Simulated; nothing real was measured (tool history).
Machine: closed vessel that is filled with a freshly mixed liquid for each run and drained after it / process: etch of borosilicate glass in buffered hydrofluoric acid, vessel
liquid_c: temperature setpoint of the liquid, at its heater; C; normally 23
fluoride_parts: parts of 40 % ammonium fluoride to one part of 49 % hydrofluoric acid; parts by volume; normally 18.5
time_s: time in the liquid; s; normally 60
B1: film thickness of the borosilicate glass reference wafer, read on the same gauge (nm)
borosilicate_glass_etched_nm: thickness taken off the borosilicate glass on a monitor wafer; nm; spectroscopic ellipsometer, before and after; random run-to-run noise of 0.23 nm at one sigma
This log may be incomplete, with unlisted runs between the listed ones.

run 1 day=0 | liquid_c=23 fluoride_parts=18.5 time_s=60 | B1=110.02 | borosilicate_glass_etched_nm=35.74
run 2 day=4.204 | liquid_c=23 fluoride_parts=18.5 time_s=60 | B1=109.98 | borosilicate_glass_etched_nm=35.14
run 3 day=5.921 | liquid_c=23 fluoride_parts=18.5 time_s=60 | B1=109.99 | borosilicate_glass_etched_nm=35.43
run 4 day=9.396 | liquid_c=23 fluoride_parts=18.5 time_s=60 | B1=109.98 | borosilicate_glass_etched_nm=35.4
-- day=10.075 hydrofluoric acid flow meter replaced
run 5 day=11.588 | liquid_c=23 fluoride_parts=18.5 time_s=60 | B1=110 | borosilicate_glass_etched_nm=35.88
run 6 day=13.458 | liquid_c=23 fluoride_parts=18.5 time_s=60 | B1=110.02 | borosilicate_glass_etched_nm=36.11
run 7 day=16.429 | liquid_c=23 fluoride_parts=18.5 time_s=60 | B1=109.98 | borosilicate_glass_etched_nm=35.71
run 8 day=18.833 | liquid_c=23 fluoride_parts=18.5 time_s=60 | B1=109.99 | borosilicate_glass_etched_nm=35.98
run 9 day=21.642 | liquid_c=23 fluoride_parts=18.5 time_s=60 | B1=110.03 | borosilicate_glass_etched_nm=35.27
-- day=28.721 hydrofluoric acid flow meter replaced
run 10 day=33.758 | liquid_c=23 fluoride_parts=18.5 time_s=60 | B1=109.99 | borosilicate_glass_etched_nm=36
run 11 day=37.021 | liquid_c=23 fluoride_parts=18.5 time_s=60 | B1=109.99 | borosilicate_glass_etched_nm=35.62
run 12 day=38.788 | liquid_c=23 fluoride_parts=18.5 time_s=60 | B1=110.01 | borosilicate_glass_etched_nm=35.08
-- day=42.888 thermometer replaced
run 13 day=43.121 | liquid_c=23 fluoride_parts=18.5 time_s=60 | B1=109.99 | borosilicate_glass_etched_nm=35.37
run 14 day=47.15 | liquid_c=23 fluoride_parts=18.5 time_s=60 | B1=109.99 | borosilicate_glass_etched_nm=34.97
run 15 day=49.133 | liquid_c=28 fluoride_parts=26 time_s=30 | B1=110.01 | borosilicate_glass_etched_nm=17.78
-- day=49.2 hydrofluoric acid flow meter replaced
run 16 day=51.017 | liquid_c=23 fluoride_parts=18.5 time_s=60 | B1=110 | borosilicate_glass_etched_nm=36.04
run 17 day=54.983 | liquid_c=23 fluoride_parts=25 time_s=45 | B1=110.02 | borosilicate_glass_etched_nm=21.28
-- day=55.725 gauge calibrated
run 18 day=57.346 | liquid_c=24.5 fluoride_parts=18.5 time_s=60 | B1=109.99 | borosilicate_glass_etched_nm=38.66
run 19 day=68.338 | liquid_c=25.5 fluoride_parts=16 time_s=70 | B1=109.99 | borosilicate_glass_etched_nm=54.24
-- day=70.058 hydrofluoric acid flow meter replaced
run 20 day=71.158 | liquid_c=25 fluoride_parts=14.5 time_s=85 | B1=109.98 | borosilicate_glass_etched_nm=72.89
run 21 day=74.925 | liquid_c=23 fluoride_parts=18.5 time_s=75 | B1=110 | borosilicate_glass_etched_nm=44.8
run 22 day=76.575 | liquid_c=23 fluoride_parts=18.5 time_s=60 | B1=110.04 | borosilicate_glass_etched_nm=36.26
run 23 day=79.8 | liquid_c=23 fluoride_parts=18.5 time_s=60 | B1=109.99 | borosilicate_glass_etched_nm=35.94
run 24 day=84.262 | liquid_c=23 fluoride_parts=18.5 time_s=50 | B1=110 | borosilicate_glass_etched_nm=29.97
run 25 day=86.192 | liquid_c=19.5 fluoride_parts=18.5 time_s=60 | B1=109.99 | borosilicate_glass_etched_nm=29.13
run 26 day=87.921 | liquid_c=20.5 fluoride_parts=18.5 time_s=85 | B1=110 | borosilicate_glass_etched_nm=43.37

For some of the steps in borosilicate_glass_etched_nm from one run to the next: how much would appear even if the tool had no hidden state, given the settings, what came in and random variation, and how much remains for the hidden state plus any gauge scatter that the measured result and the result without hidden state don't share?
Unlogged tool condition in this case: liquid colder than its thermometer reads (K); hydrofluoric acid flow below the setpoint (%); gauge reads high (%).
Run 18 -> 19: liquid_c 24.5 -> 25.5, fluoride_parts 18.5 -> 16, time_s 60 -> 70. borosilicate_glass_etched_nm +15.58 nm: hidden state -1.17, all else +16.75.
Run 19 -> 20: liquid_c 25.5 -> 25, fluoride_parts 16 -> 14.5, time_s 70 -> 85, hydrofluoric acid flow meter replaced. borosilicate_glass_etched_nm +18.65 nm: hidden state +1.64, all else +17.01.
Run 20 -> 21: liquid_c 25 -> 23, fluoride_parts 14.5 -> 18.5, time_s 85 -> 75. borosilicate_glass_etched_nm -28.09 nm: hidden state -0.19, all else -27.9.

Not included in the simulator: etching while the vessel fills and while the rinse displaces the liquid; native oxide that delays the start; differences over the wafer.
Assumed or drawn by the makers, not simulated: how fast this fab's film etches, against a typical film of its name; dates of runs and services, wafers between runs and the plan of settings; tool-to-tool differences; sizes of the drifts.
